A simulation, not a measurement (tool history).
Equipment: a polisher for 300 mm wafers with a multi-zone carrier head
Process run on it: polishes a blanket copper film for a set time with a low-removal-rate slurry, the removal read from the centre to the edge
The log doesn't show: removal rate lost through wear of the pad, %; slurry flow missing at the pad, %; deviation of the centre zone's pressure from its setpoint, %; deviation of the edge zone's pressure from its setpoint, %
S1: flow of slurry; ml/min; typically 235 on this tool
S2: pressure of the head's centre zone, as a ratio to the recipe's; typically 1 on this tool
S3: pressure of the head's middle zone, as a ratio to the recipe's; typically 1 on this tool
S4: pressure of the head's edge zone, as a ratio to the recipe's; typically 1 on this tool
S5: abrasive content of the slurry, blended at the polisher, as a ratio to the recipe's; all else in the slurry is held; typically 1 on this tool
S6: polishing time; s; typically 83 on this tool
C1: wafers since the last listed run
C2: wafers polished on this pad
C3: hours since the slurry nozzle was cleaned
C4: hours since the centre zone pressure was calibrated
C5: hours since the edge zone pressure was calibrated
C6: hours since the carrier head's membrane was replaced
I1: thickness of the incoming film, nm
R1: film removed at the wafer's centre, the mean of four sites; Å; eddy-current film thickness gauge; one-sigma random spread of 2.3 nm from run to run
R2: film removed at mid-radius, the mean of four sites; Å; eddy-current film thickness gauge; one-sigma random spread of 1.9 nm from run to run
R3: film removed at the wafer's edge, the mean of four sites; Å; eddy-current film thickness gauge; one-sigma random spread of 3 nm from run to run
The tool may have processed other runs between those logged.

| run | hour | S1 | S2 | S3 | S4 | S5 | S6 | C1 | C2 | C3 | C4 | C5 | C6 | I1 | R1 | R2 | R3 |
|---|---|---|---|---|---|---|---|---|---|---|---|---|---|---|---|---|---|
| 1 | 0 | 235 | 1 | 1 | 0.97 | 1 | 83 | 0 | 555 | 454.6 | 51.4 | 734.4 | 784.2 | 1037.5 | 2010 | 2033 | 2057 |
|  | 8.8 | slurry nozzle cleaned |
| 2 | 9.5 | 235 | 0.96 | 1 | 1 | 1 | 107 | 48 | 603 | 0.7 | 60.9 | 743.9 | 793.7 | 1018.6 | 2746 | 2865 | 2924 |
| 3 | 18.6 | 235 | 1 | 1 | 1.09 | 1 | 100 | 51 | 655 | 9.8 | 70 | 753 | 802.8 | 1010.7 | 2723 | 2696 | 2783 |
| 4 | 29.2 | 235 | 1 | 1 | 1 | 1 | 83 | 60 | 716 | 20.4 | 80.6 | 763.6 | 813.4 | 1031.9 | 2243 | 2204 | 2200 |
| 5 | 36.4 | 235 | 1.08 | 1 | 1 | 1 | 83 | 41 | 757 | 27.6 | 87.8 | 770.8 | 820.6 | 1014.1 | 2408 | 2174 | 2211 |
| 6 | 45.4 | 235 | 1.05 | 1 | 1 | 1 | 83 | 51 | 808 | 36.6 | 96.8 | 779.8 | 829.6 | 1022.8 | 2326 | 2172 | 2173 |
| 7 | 57.7 | 235 | 1 | 1 | 1 | 1 | 83 | 70 | 878 | 48.9 | 109.1 | 792.1 | 841.9 | 1006.6 | 2264 | 2146 | 2211 |
| 8 | 64 | 235 | 1 | 1 | 1 | 1 | 69 | 35 | 914 | 55.2 | 115.4 | 798.4 | 848.2 | 1018.6 | 1863 | 1787 | 1851 |
| 9 | 74.3 | 235 | 1 | 1.08 | 1 | 1 | 55 | 58 | 973 | 65.5 | 125.7 | 808.7 | 858.5 | 1007.9 | 1471 | 1514 | 1481 |
|  | 84.4 | carrier head's membrane replaced by a new one |
| 10 | 86 | 235 | 1.06 | 1 | 1.07 | 1 | 83 | 38 | 1011 | 77.2 | 137.4 | 820.4 | 1.6 | 1013.9 | 2317 | 2134 | 2282 |
| 11 | 95.1 | 185 | 1 | 1 | 1 | 1 | 83 | 51 | 1063 | 86.3 | 146.5 | 829.5 | 10.7 | 1001.9 | 2076 | 2042 | 2091 |
| 12 | 108.6 | 235 | 1 | 1.08 | 0.97 | 1 | 83 | 77 | 1140 | 99.8 | 160 | 843 | 24.2 | 1031.7 | 2164 | 2299 | 2153 |
|  | 116.1 | edge zone pressure recalibrated |
| 13 | 117.5 | 205 | 1.04 | 1 | 1 | 1 | 83 | 39 | 1180 | 108.7 | 168.9 | 1.4 | 33.1 | 1008.4 | 2199 | 2051 | 2121 |
| 14 | 134 | 235 | 0.91 | 0.91 | 1 | 0.9 | 83 | 94 | 1274 | 125.2 | 185.4 | 17.9 | 49.6 | 1025.7 | 1915 | 1925 | 2118 |
| 15 | 142.2 | 235 | 1 | 1 | 1 | 1 | 83 | 46 | 1321 | 133.4 | 193.6 | 26.1 | 57.8 | 1018.5 | 2122 | 2070 | 2166 |
| 16 | 149.9 | 235 | 1 | 1 | 1 | 1 | 103 | 43 | 1365 | 141.1 | 201.3 | 33.8 | 65.5 | 1031 | 2706 | 2647 | 2656 |
| 17 | 167.4 | 235 | 1 | 1 | 1 | 1 | 83 | 99 | 1464 | 158.6 | 218.8 | 51.3 | 83 | 1032.8 | 2144 | 2098 | 2160 |
|  | 182.4 | worn pad replaced by a new one |
| 18 | 182.9 | 235 | 1 | 1.08 | 0.97 | 1 | 83 | 65 | 3 | 174.1 | 234.3 | 66.8 | 98.5 | 1007.2 | 2118 | 2231 | 2093 |
| 19 | 191 | 235 | 1 | 1 | 1 | 1 | 83 | 46 | 49 | 182.2 | 242.4 | 74.9 | 106.6 | 1036.9 | 2086 | 2048 | 2102 |
| 20 | 201.4 | 290 | 1 | 1 | 1 | 0.8 | 83 | 59 | 108 | 192.6 | 252.8 | 85.3 | 117 | 1027.5 | 2157 | 2094 | 2121 |
| 21 | 207.8 | 235 | 1 | 1 | 0.93 | 0.9 | 92 | 36 | 145 | 199 | 259.2 | 91.7 | 123.4 | 1006.1 | 2274 | 2259 | 2214 |
| 22 | 224.6 | 235 | 1 | 1 | 1 | 0.85 | 83 | 95 | 241 | 215.8 | 276 | 108.5 | 140.2 | 1026.7 | 2088 | 2006 | 2049 |

4 options for the next run, each taken on its own from the tool as it stands now. Forecast them:
| A | 225 | 235 | 1 | 1 | 1 | 1 | 83 | 2 | 243 | 216.2 | 276.4 | 108.9 | 140.6 | 1012 | ? | ? | ? |
| B | 225 | 235 | 1 | 1 | 1.11 | 1.15 | 93 | 2 | 243 | 216.2 | 276.4 | 108.9 | 140.6 | 1012 | ? | ? | ? |
| C | 225 | 235 | 1 | 1.04 | 1 | 1 | 83 | 2 | 243 | 216.2 | 276.4 | 108.9 | 140.6 | 1012 | ? | ? | ? |
| D | 225 | 235 | 0.95 | 1 | 1 | 1 | 108 | 2 | 243 | 216.2 | 276.4 | 108.9 | 140.6 | 1012 | ? | ? | ? |

| run | R1 | R2 | R3 |
|---|---|---|---|
| A | 2075 | 2062 | 2096 |
| B | 2383 | 2367 | 2534 |
| C | 2076 | 2132 | 2095 |
| D | 2567 | 2684 | 2727 |
With no hidden state in the tool, these same runs would have given:
| run | R1 | R2 | R3 |
|---|---|---|---|
| A | 2241 | 2210 | 2205 |
| B | 2573 | 2536 | 2666 |
| C | 2242 | 2284 | 2204 |
| D | 2773 | 2876 | 2869 |
